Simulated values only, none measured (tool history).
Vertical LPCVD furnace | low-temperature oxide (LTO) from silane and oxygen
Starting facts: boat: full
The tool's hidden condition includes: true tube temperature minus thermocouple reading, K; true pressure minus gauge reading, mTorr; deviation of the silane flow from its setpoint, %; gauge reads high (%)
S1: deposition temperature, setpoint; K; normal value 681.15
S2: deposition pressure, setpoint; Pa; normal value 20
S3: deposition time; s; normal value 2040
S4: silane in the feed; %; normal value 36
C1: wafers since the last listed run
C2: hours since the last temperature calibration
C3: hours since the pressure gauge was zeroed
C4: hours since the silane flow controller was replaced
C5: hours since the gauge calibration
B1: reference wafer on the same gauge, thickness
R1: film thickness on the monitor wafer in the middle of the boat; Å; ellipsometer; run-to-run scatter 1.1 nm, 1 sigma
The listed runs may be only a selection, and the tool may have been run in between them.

run	hour	S1	S2	S3	S4	C1	C2	C3	C4	C5	B1	R1
1	0	681.15	20	2040	36	0	4723.7	2722.3	4189.4	1206.5	199.84	2033.2
2	74.2	681.15	20	2040	36	796	4797.9	2796.5	4263.6	1280.7	199.84	2030.3
3	135.9	681.15	20	2040	36	662	4859.6	2858.2	4325.3	1342.4	199.72	2044.1
4	217.7	681.15	20	2040	33	878	4941.4	2940	4407.1	1424.2	199.55	1816.8
5	448.6	681.15	20	2040	33	2479	5172.3	3170.9	4638	1655.1	200.19	1810.5
# hour 473.8: silane flow controller replaced
6	528.5	681.15	20	2040	36	600	5252.2	3250.8	54.7	1735	200.05	2024.8
7	594.4	681.15	20	2040	36	707	5318.1	3316.7	120.6	1800.9	200.08	2048.4
# hour 665.7: thermocouples replaced and temperature profile calibrated
8	702	681.15	20	2040	36	897	36.3	3424.3	228.2	1908.5	200.34	2007.3
9	808.2	681.15	20	2040	36	1140	142.5	3530.5	334.4	2014.7	200.2	2057.4
10	861	681.15	20	2040	36	566	195.3	3583.3	387.2	2067.5	199.77	2017
# hour 933.4: pressure gauge zeroed
11	962.5	681.15	20	2040	36	832	296.8	29.1	488.7	2169	200.08	2051.2
12	1010.1	681.15	20	2040	36	511	344.4	76.7	536.3	2216.6	200.17	2063
13	1058.5	681.15	20	2040	32	519	392.8	125.1	584.7	2265	200	1742.2
# hour 1076.8: gauge calibrated
14	1160.2	681.15	22.7	2040	40	1091	494.5	226.8	686.4	83.4	200.06	2615.3
15	1223.9	676.15	20	2550	36	683	558.2	290.5	750.1	147.1	200.03	2399.7
16	1315.2	681.15	20	1500	36	980	649.5	381.8	841.4	238.4	199.87	1484.9
17	1420.9	681.15	20	2040	36	1134	755.2	487.5	947.1	344.1	199.87	2032
18	1501.7	681.15	20	2550	36	867	836	568.3	1027.9	424.9	200.04	2549.4
19	1601.7	681.15	20	2040	36	1073	936	668.3	1127.9	524.9	199.77	2051.9
20	1666.6	681.15	16	2040	36	696	1000.9	733.2	1192.8	589.8	200.2	1627.3
21	1755.1	670.15	24	2520	41	950	1089.4	821.7	1281.3	678.3	200.28	3123.5
22	1814.9	681.15	17.3	2340	36	642	1149.2	881.5	1341.1	738.1	200.07	2029.5
23	1869.2	681.15	20	2040	36	583	1203.5	935.8	1395.4	792.4	200	2026.7
24	1974.3	681.15	24	1530	36	1128	1308.6	1040.9	1500.5	897.5	199.73	1835.5
25	2052.2	681.15	16.7	2040	36	836	1386.5	1118.8	1578.4	975.4	199.74	1709.5
26	2151	685.15	18.7	2820	41	1060	1485.3	1217.6	1677.2	1074.2	200.24	3204.6
27	2234.8	672.15	20	1770	36	899	1569.1	1301.4	1761	1158	200.06	1605.3
28	2316.5	681.15	20	2040	36	877	1650.8	1383.1	1842.7	1239.7	200.05	2041.1
29	2408.5	681.15	22.7	1470	36	987	1742.8	1475.1	1934.7	1331.7	199.89	1660.6
30	2502.3	681.15	21.3	2040	36	1007	1836.6	1568.9	2028.5	1425.5	200.09	2195.1
31	2559.6	678.15	16	1440	34	615	1893.9	1626.2	2085.8	1482.8	199.88	1031.5
32	2649.4	687.15	23.3	2040	41	964	1983.7	1716	2175.6	1572.6	200.45	2978.6

Predict each of these 3 candidate next runs independently; none follows another, all start after run 32:
A	2653.7	691.15	20	2040	36	46	1988	1720.3	2179.9	1576.9	?	?
B	2653.7	681.15	16.7	1230	40	46	1988	1720.3	2179.9	1576.9	?	?
C	2653.7	681.15	18.7	2040	31	46	1988	1720.3	2179.9	1576.9	?	?

run	B1	R1
A	200.03	2261.5
B	200.03	1160.3
C	200.03	1547.4
Take away the tool's hidden state, keep each run's random variation, and the runs would have read:
run	R1
A	2261.5
B	1160.3
C	1547.4
